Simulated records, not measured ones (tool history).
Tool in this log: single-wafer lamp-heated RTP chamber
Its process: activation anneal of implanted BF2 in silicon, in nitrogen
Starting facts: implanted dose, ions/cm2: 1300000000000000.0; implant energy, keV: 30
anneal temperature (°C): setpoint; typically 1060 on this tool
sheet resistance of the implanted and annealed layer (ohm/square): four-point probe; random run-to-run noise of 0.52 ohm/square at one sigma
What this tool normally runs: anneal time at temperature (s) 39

run,hour,anneal temperature (°C),anneal time at temperature (s),wafers since the last listed run,wafers since the last pyrometer calibration,wafers since the reflector plate was cleaned,hours since the gauge calibration,"read-back reference wafer on the same gauge, sheet resistance",sheet resistance of the implanted and annealed layer (ohm/square)
1,0,1060,39,0,2472,8047,238.2,89.18,89.36
2,6.4,1060,39,99,2571,8146,244.6,89.13,89.43
3,15.8,1054,39,145,2717,8292,254,89.13,90.78
# hour 27.7: pyrometer window cleaned and pyrometer calibrated
4,33.5,1054,39,150,89,8442,271.7,89.06,93.34
5,82.6,1060,24,760,849,9202,320.8,89.07,96.15
6,94.3,1060,24,181,1030,9383,332.5,89.22,96.22
7,101.5,1060,39,111,1142,9494,339.7,89.08,91.46
8,115.2,1060,39,212,1354,9706,353.4,89.18,91.22
9,147.9,1060,39,506,1860,10213,386.1,89.14,89.58
10,163.5,1060,39,241,2102,10454,401.7,89.03,89.99
11,174.9,1060,39,176,2278,10631,413.1,89.12,89.85
# hour 178.7: gauge calibrated
12,190,1060,39,233,2512,10864,11.3,89.04,89.21
# hour 198.5: reflector plate cleaned
# hour 224.5: pyrometer window cleaned and pyrometer calibrated
13,242.2,1060,39,560,274,552,63.5,89.13,92.62
14,250.2,1060,39,123,398,676,71.5,89.01,92.77
15,262.6,1060,39,191,590,868,83.9,89.16,91.43
16,271.7,1075,61,140,731,1009,93,89.08,85.12
17,289.6,1060,58,277,1008,1286,110.9,89.09,88.51
18,302.4,1081,46,198,1206,1484,123.7,88.96,86.58
19,312.5,1060,48,156,1362,1640,133.8,89.01,89.7
20,320.6,1082,26,125,1488,1766,141.9,88.99,89.34
21,362.7,1049,31,651,2139,2418,184,89.21,95.88
22,377.4,1060,39,227,2367,2645,198.7,89.06,90.36
23,389.5,1060,39,187,2554,2832,210.8,89.05,90.13
24,398,1060,39,131,2686,2964,219.3,89.23,88.38
# hour 413.8: pyrometer window cleaned and pyrometer calibrated
25,414.3,1060,39,128,7,3093,235.6,89.08,92.21
26,416.8,1060,31,38,46,3131,238.1,89.18,94.09
27,446.7,1060,39,462,508,3594,268,89.09,91.2
28,464.2,1084,39,270,779,3865,285.5,89.06,87.58
29,477.5,1046,60,205,985,4071,298.8,89.14,90.16
30,491.2,1041,51,212,1197,4283,312.5,89.13,93.24
31,508.6,1032,50,269,1467,4552,329.9,89.17,96.61

Describe how what the log doesn't record of the tool's condition differs between the last listed run preceding each entry between runs and the first listed run following it.
From run 3 to run 4: pyrometer window cleaned and pyrometer calibrated (hour 27.7)
  true wafer temperature minus pyrometer reading, K: 12.9 -> 1.99
  what was measured, less what the result would be without the hidden state, sheet resistance of the implanted and annealed layer (ohm/square): -3.55 -> -0.64
From run 11 to run 12: gauge calibrated (hour 178.7)
  true wafer temperature minus pyrometer reading, K: 11.5 -> 12.5
  what was measured, less what the result would be without the hidden state, sheet resistance of the implanted and annealed layer (ohm/square): -2.7 -> -2.88
From run 12 to run 13: reflector plate cleaned (hour 198.5); pyrometer window cleaned and pyrometer calibrated (hour 224.5)
  true wafer temperature minus pyrometer reading, K: 12.5 -> 1.52
  what was measured, less what the result would be without the hidden state, sheet resistance of the implanted and annealed layer (ohm/square): -2.88 -> -0.42
From run 24 to run 25: pyrometer window cleaned and pyrometer calibrated (hour 413.8)
  true wafer temperature minus pyrometer reading, K: 12 -> 1.42
  what was measured, less what the result would be without the hidden state, sheet resistance of the implanted and annealed layer (ohm/square): -2.75 -> -0.38

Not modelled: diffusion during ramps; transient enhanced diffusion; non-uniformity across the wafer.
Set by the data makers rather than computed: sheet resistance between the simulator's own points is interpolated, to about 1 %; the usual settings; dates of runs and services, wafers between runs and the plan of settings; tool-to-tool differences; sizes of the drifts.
